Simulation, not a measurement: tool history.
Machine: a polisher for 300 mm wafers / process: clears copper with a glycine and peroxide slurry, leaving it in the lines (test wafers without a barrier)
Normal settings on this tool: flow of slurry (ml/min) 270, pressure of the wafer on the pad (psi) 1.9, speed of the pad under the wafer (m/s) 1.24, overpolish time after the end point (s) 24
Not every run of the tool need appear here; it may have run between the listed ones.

run	day	flow of slurry (ml/min)	pressure of the wafer on the pad (psi)	speed of the pad under the wafer (m/s)	overpolish time after the end point (s)	wafers since the last listed run	wafers polished on this pad	hours since the slurry nozzle was cleaned	hours since the head pressure was calibrated	incoming thickness of the incoming film, nm	time until the end point was called (s)
1	0.000	270	1.9	1.24	24	0	619	347.4	738.4	424.0	81.9
# day 0.292: worn pad replaced by a new one
2	0.388	270	1.9	1.24	24	30	13	356.7	747.7	431.0	73.6
3	0.646	270	1.9	1.24	24	35	48	362.9	753.9	430.4	76.3
4	1.000	270	1.9	1.24	24	48	97	371.4	762.4	423.4	73.7
5	1.688	270	1.9	1.24	24	94	191	387.9	778.9	431.7	76.0
6	1.975	270	1.9	1.24	24	39	230	394.8	785.8	433.8	77.2
7	2.588	270	1.9	1.24	24	84	315	409.5	800.5	430.6	79.0
8	3.096	270	1.9	1.24	24	69	384	421.7	812.7	435.5	77.5
9	3.550	270	1.9	1.44	24	62	447	432.6	823.6	426.0	74.0
10	3.842	270	1.9	1.44	24	40	487	439.6	830.6	430.9	73.3
11	4.479	270	1.9	1.24	24	87	574	454.9	845.9	433.2	82.2
12	4.808	270	1.9	1.24	24	45	619	462.8	853.8	439.8	83.7
13	5.117	270	1.9	1.24	24	42	662	470.2	861.2	429.9	83.1
# day 5.321: worn pad replaced by a new one
14	5.708	195	1.9	1.24	24	58	53	484.4	875.4	426.3	77.7
15	6.433	225	2.3	0.82	32	99	152	501.8	892.8	427.6	77.6
16	6.712	270	1.9	1.24	24	38	191	508.5	899.5	432.8	74.5
17	6.996	315	1.9	1.44	13	38	230	515.3	906.3	427.1	69.1
18	7.438	270	1.9	0.86	24	60	290	525.9	916.9	433.3	89.1
19	7.904	220	1.9	1.24	33	64	354	537.1	928.1	429.9	78.6
20	8.204	270	1.9	1.24	24	41	395	544.3	935.3	439.3	77.7
# day 8.917: slurry nozzle cleaned
21	8.938	270	1.9	1.44	34	94	490	0.5	952.9	426.4	71.8
22	9.462	240	2.5	1.24	11	72	562	13.1	965.5	426.7	64.6
23	9.996	345	2.2	1.24	24	73	636	25.9	978.3	427.4	70.0
# day 10.233: head pressure recalibrated
24	10.496	270	1.9	1.24	24	57	693	37.9	6.3	428.7	84.7
# day 11.408: worn pad replaced by a new one
25	11.429	270	1.9	1.24	24	105	2	60.3	28.7	427.6	73.4
26	11.667	270	1.9	0.86	15	32	35	66.0	34.4	433.4	89.4
27	12.008	345	2.4	1.24	24	46	82	74.2	42.6	424.6	58.0
28	12.533	270	1.9	1.24	24	72	154	86.8	55.2	430.9	75.8
29	12.854	270	1.9	1.24	28	44	198	94.5	62.9	430.8	74.2

Predict each of these 3 candidate next runs independently; none follows another, all start after run 29:
A	12.875	270	1.9	1.24	14	2	201	95.0	63.4	439.4	?
B	12.875	330	1.4	1.50	18	2	201	95.0	63.4	439.4	?
C	12.875	270	2.5	1.24	24	2	201	95.0	63.4	439.4	?

run	time until the end point was called (s)
A	75.1
B	85.3
C	60.0
With the hidden condition removed and each run's random variation left untouched, the same runs would have given:
run	time until the end point was called (s)
A	74.4
B	84.4
C	59.4

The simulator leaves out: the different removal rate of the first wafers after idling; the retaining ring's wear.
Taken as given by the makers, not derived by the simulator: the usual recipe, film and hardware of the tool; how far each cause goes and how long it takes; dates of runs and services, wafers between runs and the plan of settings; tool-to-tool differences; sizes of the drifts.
